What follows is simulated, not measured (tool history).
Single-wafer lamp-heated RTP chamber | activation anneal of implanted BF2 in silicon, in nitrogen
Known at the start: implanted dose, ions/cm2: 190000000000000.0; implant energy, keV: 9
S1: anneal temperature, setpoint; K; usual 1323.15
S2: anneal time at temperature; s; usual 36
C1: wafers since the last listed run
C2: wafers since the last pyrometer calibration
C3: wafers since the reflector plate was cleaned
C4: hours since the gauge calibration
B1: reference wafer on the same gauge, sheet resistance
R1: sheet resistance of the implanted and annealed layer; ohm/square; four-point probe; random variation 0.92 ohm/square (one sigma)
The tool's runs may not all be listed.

run    hour       S1  S2    C1    C2     C3      C4      B1      R1
  1     0.0  1323.15  36     0  5710   4316  1124.4  577.75  561.78
       99.9  -- pyrometer window cleaned and pyrometer calibrated
  2   106.3  1323.15  36  1187    76   5503  1230.7  577.88  566.31
  3   203.9  1323.15  36  1178  1255   6682  1328.3  578.49  564.66
  4   268.3  1323.15  43   777  2033   7460  1392.7  578.44  557.88
  5   341.6  1323.15  43   885  2919   8346  1466.0  577.82  556.56
  6   421.6  1323.15  36   966  3885   9312  1546.0  577.61  560.12
      448.0  -- gauge calibrated
  7   513.2  1323.15  36  1106  4992  10419    65.2  577.51  558.37
  8   609.1  1323.15  36  1158  6150  11577   161.1  577.93  557.45
      654.4  -- pyrometer window cleaned and pyrometer calibrated
  9   676.2  1323.15  36   713   263  12291   228.2  578.31  564.49
 10   718.8  1341.15  36   514   777  12806   270.8  578.25  550.63
 11   781.0  1297.15  55   751  1529  13557   333.0  578.14  563.51
 12   842.0  1306.15  16   736  2266  14294   394.0  577.99  587.75
      858.8  -- reflector plate cleaned
 13   887.0  1323.15  52   446  2713    340   439.0  577.76  552.82
 14   952.7  1323.15  36   793  3506   1134   504.7  578.16  562.35
 15  1059.4  1341.15  56  1288  4795   2422   611.4  577.74  534.60
 16  1135.6  1323.15  36   920  5716   3343   687.6  577.68  561.28
     1193.8  -- pyrometer window cleaned and pyrometer calibrated
 17  1228.1  1302.15  36  1020   413   4364   780.1  578.13  575.21
 18  1308.3  1323.15  42   968  1382   5332   860.3  578.03  559.92

5 ways to go on from here, each from the tool as it stands after run 18. What would each give?
  A  1308.7  1323.15  55   4  1387  5337  860.7   ?   ?
  B  1308.7  1344.15  36   4  1387  5337  860.7   ?   ?
  C  1308.7  1297.15  36   4  1387  5337  860.7   ?   ?
  D  1308.7  1323.15  47   4  1387  5337  860.7   ?   ?
  E  1308.7  1323.15  17   4  1387  5337  860.7   ?   ?

run      B1      R1
  A  578.16  549.77
  B  578.16  548.33
  C  578.16  575.97
  D  578.16  554.99
  E  578.16  582.48
Without the tool's hidden state the same runs would have given:
run      R1
  A  556.38
  B  555.62
  C  580.25
  D  561.40
  E  586.38

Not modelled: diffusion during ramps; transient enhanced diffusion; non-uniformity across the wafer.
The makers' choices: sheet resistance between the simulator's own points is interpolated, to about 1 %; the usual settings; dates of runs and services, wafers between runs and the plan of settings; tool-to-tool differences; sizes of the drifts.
